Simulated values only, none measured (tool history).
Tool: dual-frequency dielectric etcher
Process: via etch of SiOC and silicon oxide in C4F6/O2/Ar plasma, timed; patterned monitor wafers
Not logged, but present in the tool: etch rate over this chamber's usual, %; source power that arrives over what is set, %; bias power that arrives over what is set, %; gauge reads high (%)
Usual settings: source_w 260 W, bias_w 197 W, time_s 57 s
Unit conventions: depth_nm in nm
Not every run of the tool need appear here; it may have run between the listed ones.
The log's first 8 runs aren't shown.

run,day,source_w,bias_w,time_s,wafers since the last listed run,hours since the last wet clean,hours since the last source power generator calibration,hours since the last bias power generator calibration,hours since the last upper electrode change,hours since the gauge calibration,"read-back reference wafer on the same gauge, depth_nm",depth_nm
9,4.658,240,197,57,139,112.3,4681.1,83.3,4359.1,678,59.6,54
# day 5.142: gauge calibrated
# day 6.017: upper electrode replaced
10,6.038,220,179,50.5,123,145.4,4714.2,116.4,0.5,21.5,59.7,44.8
11,6.05,260,197,57,4,145.7,4714.5,116.7,0.8,21.8,59.7,56.1
12,6.1,240,197,57,16,146.9,4715.7,117.9,2,23,59.7,53.9
13,6.621,260,239,46,169,159.4,4728.2,130.4,14.5,35.5,59.7,47.7
14,7.812,260,197,57,387,188,4756.8,159,43.1,64.1,59.7,56
15,8.55,260,197,57,239,205.7,4774.5,176.7,60.8,81.8,59.7,56.2
16,9.15,260,197,57,195,220.1,4788.9,191.1,75.2,96.2,59.7,56.2
17,9.846,300,197,57,226,236.8,4805.6,207.8,91.9,112.9,59.7,60

For run 18, what comes out?
# day 10.671: source power generator calibrated
18,10.692,300,234,57,221,257.1,0.5,228.1,112.2,133.2,?,?

read-back reference wafer on the same gauge, depth_nm: 59.7
depth_nm: 62.8 nm
Had the tool carried no hidden state, the very same run would have given depth_nm 62.5 nm.
